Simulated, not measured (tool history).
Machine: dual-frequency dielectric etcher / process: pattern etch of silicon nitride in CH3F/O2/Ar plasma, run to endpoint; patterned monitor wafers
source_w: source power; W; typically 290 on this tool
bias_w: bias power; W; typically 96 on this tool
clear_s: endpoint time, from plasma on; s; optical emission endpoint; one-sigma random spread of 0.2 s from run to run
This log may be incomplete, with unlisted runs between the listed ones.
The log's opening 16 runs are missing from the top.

run    hour  source_w  bias_w  incoming incoming film thickness, nm  clear_s
      778.0  -- source power generator calibrated
 17   798.8       290      96                                 44.19     64.8
 18   826.4       270      79                                 44.60     75.3
 19   883.3       290      96                                 44.52     64.7
 20   946.4       350      85                                 45.01     62.8
     1016.5  -- wet clean of the chamber
 21  1017.6       240      81                                 44.61     81.9
 22  1050.2       290      96                                 44.47     65.7
 23  1098.2       320      75                                 44.55     70.7
     1138.4  -- upper electrode replaced
 24  1138.9       310      73                                 44.85     73.8
 25  1165.8       290      96                                 44.61     66.0
 26  1199.0       260      80                                 44.87     77.8
 27  1267.7       350      79                                 44.66     65.8
 28  1324.7       290     114                                 44.60     60.2
 29  1394.1       320     108                                 44.74     58.7
 30  1449.6       290      96                                 44.74     66.0
     1474.9  -- wet clean of the chamber
 31  1516.6       230      77                                 44.06     86.5
 32  1577.0       270      82                                 44.77     76.2

Here are 5 independent what-if runs from the current tool condition. What would each one return?
  A  1577.4       290      96                                 45.13        ?
  B  1577.4       310     106                                 45.13        ?
  C  1577.4       330     116                                 45.13        ?
  D  1577.4       290      80                                 45.13        ?
  E  1577.4       230     110                                 45.13        ?

run  clear_s
  A     67.8
  B     62.0
  C     57.2
  D     74.5
  E     73.2
With the hidden condition removed and each run's random variation left untouched, the same runs would have given:
run  clear_s
  A     66.7
  B     61.0
  C     56.3
  D     73.3
  E     72.0

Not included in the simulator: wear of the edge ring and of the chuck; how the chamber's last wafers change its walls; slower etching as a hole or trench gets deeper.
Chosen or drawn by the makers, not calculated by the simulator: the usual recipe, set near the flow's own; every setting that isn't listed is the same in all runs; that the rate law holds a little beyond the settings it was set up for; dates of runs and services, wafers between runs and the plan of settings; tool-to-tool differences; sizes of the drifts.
